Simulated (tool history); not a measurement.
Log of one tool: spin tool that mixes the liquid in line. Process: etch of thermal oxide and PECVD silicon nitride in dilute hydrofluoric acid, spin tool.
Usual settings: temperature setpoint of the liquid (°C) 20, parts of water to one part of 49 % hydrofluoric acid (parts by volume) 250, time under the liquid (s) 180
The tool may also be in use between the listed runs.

| run | day | temperature setpoint of the liquid (°C) | parts of water to one part of 49 % hydrofluoric acid (parts by volume) | time under the liquid (s) | wafers since the last listed run | hours since the thermometer was replaced | hours since the hydrofluoric acid flow meter was replaced | hours since the gauge calibration | read-back film thickness of the thermal oxide reference wafer, read on the same gauge (nm) | read-back film thickness of the PECVD silicon nitride reference wafer, read on the same gauge (nm) | thickness taken off the thermal oxide on a monitor wafer (Å) | thickness taken off the PECVD silicon nitride on a monitor wafer (Å) |
|---|---|---|---|---|---|---|---|---|---|---|---|---|
| 1 | 0 | 20 | 325 | 180 | 0 | 2111.8 | 805.7 | 20.4 | 79.928 | 149.995 | 15.68 | 19.27 |
| 2 | 0.575 | 20 | 250 | 180 | 121 | 2125.6 | 819.5 | 34.2 | 79.993 | 150.031 | 22.23 | 24.81 |
| 3 | 0.95 | 20 | 250 | 180 | 78 | 2134.6 | 828.5 | 43.2 | 80.026 | 149.999 | 21.96 | 24.76 |
| 4 | 1.692 | 20 | 250 | 180 | 156 | 2152.4 | 846.3 | 61 | 80.028 | 149.987 | 21.79 | 24.47 |
| 5 | 2.046 | 20 | 310 | 180 | 74 | 2160.9 | 854.8 | 69.5 | 80.061 | 149.973 | 16.27 | 20.23 |
| 6 | 2.654 | 20 | 310 | 180 | 128 | 2175.5 | 869.4 | 84.1 | 79.997 | 149.968 | 16.37 | 19.5 |
| 7 | 3.246 | 20 | 310 | 180 | 124 | 2189.7 | 883.6 | 98.3 | 80.015 | 149.999 | 16.18 | 20.08 |
| 8 | 3.783 | 20 | 250 | 180 | 113 | 2202.6 | 896.5 | 111.2 | 79.987 | 149.977 | 21.76 | 24.14 |
| 9 | 4.088 | 20 | 250 | 180 | 64 | 2209.9 | 903.8 | 118.5 | 80.033 | 150.014 | 21.69 | 24.02 |
| 10 | 4.692 | 20 | 250 | 180 | 127 | 2224.4 | 918.3 | 133 | 79.941 | 149.986 | 21.63 | 24.88 |
| 11 | 5.021 | 20 | 250 | 180 | 69 | 2232.3 | 926.2 | 140.9 | 79.996 | 150.007 | 21.9 | 24.34 |
| 12 | 5.429 | 22.5 | 250 | 120 | 85 | 2242.1 | 936 | 150.7 | 79.977 | 149.988 | 15.65 | 19.15 |
| 13 | 5.833 | 20 | 250 | 125 | 85 | 2251.8 | 945.7 | 160.4 | 80.016 | 149.988 | 14.89 | 17.12 |
|  | 5.95 | thermometer replaced |
| 14 | 6.558 | 20 | 150 | 75 | 143 | 14.6 | 963.1 | 177.8 | 80.023 | 149.989 | 16.57 | 16.58 |
| 15 | 6.917 | 23.5 | 250 | 180 | 75 | 23.2 | 971.7 | 186.4 | 79.932 | 149.982 | 24.44 | 30.65 |
|  | 6.971 | hydrofluoric acid flow meter replaced |
| 16 | 7.308 | 20 | 320 | 265 | 73 | 32.6 | 8.1 | 195.8 | 80.011 | 149.994 | 27.83 | 32.41 |
|  | 7.817 | gauge calibrated |
| 17 | 7.917 | 20 | 250 | 180 | 128 | 47.2 | 22.7 | 2.4 | 80.017 | 150.002 | 25.86 | 28.15 |
| 18 | 8.358 | 22.5 | 250 | 180 | 92 | 57.8 | 33.3 | 13 | 79.961 | 149.978 | 27.83 | 32.79 |
| 19 | 8.638 | 20 | 250 | 225 | 58 | 64.5 | 40 | 19.7 | 79.982 | 150.002 | 32.05 | 35.06 |
| 20 | 9.317 | 20 | 250 | 180 | 142 | 80.8 | 56.3 | 36 | 79.984 | 149.996 | 25.69 | 28.37 |
| 21 | 9.592 | 20 | 250 | 180 | 57 | 87.4 | 62.9 | 42.6 | 79.999 | 150.002 | 25.48 | 27.39 |
| 22 | 10.129 | 17.5 | 360 | 110 | 113 | 100.3 | 75.8 | 55.5 | 79.979 | 149.992 | 9.04 | 10.13 |
| 23 | 10.675 | 20 | 250 | 180 | 114 | 113.4 | 88.9 | 68.6 | 80.054 | 150.007 | 25.32 | 28.08 |
| 24 | 11.862 | 20 | 250 | 180 | 249 | 141.9 | 117.4 | 97.1 | 80.017 | 149.975 | 25.65 | 27.72 |
| 25 | 12.567 | 20 | 320 | 90 | 148 | 158.8 | 134.3 | 114 | 80.017 | 150.005 | 9.17 | 10.81 |

Forecast each of these 5 alternatives for the next run:
| A | 12.588 | 20 | 250 | 95 | 4 | 159.3 | 134.8 | 114.5 | ? | ? | ? | ? |
| B | 12.588 | 20 | 250 | 90 | 4 | 159.3 | 134.8 | 114.5 | ? | ? | ? | ? |
| C | 12.588 | 22.5 | 170 | 260 | 4 | 159.3 | 134.8 | 114.5 | ? | ? | ? | ? |
| D | 12.588 | 20 | 250 | 140 | 4 | 159.3 | 134.8 | 114.5 | ? | ? | ? | ? |
| E | 12.588 | 20 | 345 | 215 | 4 | 159.3 | 134.8 | 114.5 | ? | ? | ? | ? |

| run | read-back film thickness of the thermal oxide reference wafer, read on the same gauge (nm) | read-back film thickness of the PECVD silicon nitride reference wafer, read on the same gauge (nm) | thickness taken off the thermal oxide on a monitor wafer (Å) | thickness taken off the PECVD silicon nitride on a monitor wafer (Å) |
|---|---|---|---|---|
| A | 79.963 | 149.991 | 13.53 | 14.25 |
| B | 79.963 | 149.991 | 12.82 | 13.5 |
| C | 79.963 | 149.991 | 64.93 | 66.8 |
| D | 79.963 | 149.991 | 19.94 | 21 |
| E | 79.963 | 149.991 | 20.36 | 23.62 |
Without the tool's hidden state the same runs would have given:
| run | thickness taken off the thermal oxide on a monitor wafer (Å) | thickness taken off the PECVD silicon nitride on a monitor wafer (Å) |
|---|---|---|
| A | 13.84 | 14.5 |
| B | 13.11 | 13.74 |
| C | 66.34 | 68 |
| D | 20.4 | 21.37 |
| E | 20.85 | 24.04 |
